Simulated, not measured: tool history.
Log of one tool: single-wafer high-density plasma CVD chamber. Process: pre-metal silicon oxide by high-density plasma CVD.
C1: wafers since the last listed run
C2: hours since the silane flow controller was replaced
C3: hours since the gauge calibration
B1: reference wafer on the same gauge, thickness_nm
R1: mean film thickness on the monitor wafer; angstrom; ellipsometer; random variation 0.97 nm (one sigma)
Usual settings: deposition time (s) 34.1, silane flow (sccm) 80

Run 1, day 0.000: usual settings but silane flow (sccm) 72; C1 0; C2 3683.2; C3 64.2; B1 288.082. Result: R1 2674.95 angstrom.
Run 2, day 2.350: usual settings but silane flow (sccm) 72; C1 1463; C2 3739.6; C3 120.6; B1 288.109. Result: R1 2683.90 angstrom.
Run 3, day 6.662: usual settings but deposition time (s) 38.5; C1 2686; C2 3843.1; C3 224.1; B1 287.771. Result: R1 3377.59 angstrom.
Run 4, day 10.958: usual settings; C1 2675; C2 3946.2; C3 327.2; B1 288.018. Result: R1 3005.04 angstrom.
Run 5, day 13.433: usual settings; C1 1541; C2 4005.6; C3 386.6; B1 287.974. Result: R1 3010.79 angstrom.
Run 6, day 16.225: usual settings but silane flow (sccm) 71; C1 1738; C2 4072.6; C3 453.6; B1 287.912. Result: R1 2660.90 angstrom.
Run 7, day 19.500: usual settings but silane flow (sccm) 75; C1 2039; C2 4151.2; C3 532.2; B1 288.192. Result: R1 2831.81 angstrom.
Run 8, day 23.804: usual settings but silane flow (sccm) 75; C1 2680; C2 4254.5; C3 635.5; B1 288.271. Result: R1 2849.53 angstrom.
At day 25.954: silane flow controller replaced.
Run 9, day 27.421: usual settings but deposition time (s) 38.9, silane flow (sccm) 67; C1 2045; C2 35.2; C3 722.3; B1 287.944. Result: R1 2711.49 angstrom.
Run 10, day 30.171: usual settings but deposition time (s) 29.0; C1 1712; C2 101.2; C3 788.3; B1 287.801. Result: R1 2413.27 angstrom.
Run 11, day 33.246: usual settings; C1 1915; C2 175.0; C3 862.1; B1 288.136. Result: R1 2837.73 angstrom.
At day 33.588: gauge calibrated.
Run 12, day 37.375: usual settings; C1 2571; C2 274.1; C3 90.9; B1 288.204. Result: R1 2848.19 angstrom.
Run 13, day 39.050: usual settings but deposition time (s) 27.7, silane flow (sccm) 75; C1 1043; C2 314.3; C3 131.1; B1 287.890. Result: R1 2160.55 angstrom.
Run 14, day 42.342: usual settings but deposition time (s) 40.4; C1 2050; C2 393.3; C3 210.1; B1 288.012. Result: R1 3383.93 angstrom.
Run 15, day 46.542: usual settings but deposition time (s) 38.8, silane flow (sccm) 88; C1 2616; C2 494.1; C3 310.9; B1 288.227. Result: R1 3557.04 angstrom.
Run 16, day 49.517: usual settings but deposition time (s) 30.3, silane flow (sccm) 92; C1 1853; C2 565.5; C3 382.3; B1 287.894. Result: R1 2896.89 angstrom.

The same runs without the tool's hidden state, with the same run-to-run variation:
The hidden state here: delivered silane flow above the setpoint (%); gauge reads high (%).
run       R1
  1  2548.85
  2  2553.64
  3  3204.91
  4  2843.48
  5  2844.27
  6  2509.03
  7  2664.25
  8  2672.93
  9  2705.94
 10  2408.26
 11  2831.62
 12  2841.60
 13  2155.37
 14  3375.12
 15  3546.62
 16  2887.61

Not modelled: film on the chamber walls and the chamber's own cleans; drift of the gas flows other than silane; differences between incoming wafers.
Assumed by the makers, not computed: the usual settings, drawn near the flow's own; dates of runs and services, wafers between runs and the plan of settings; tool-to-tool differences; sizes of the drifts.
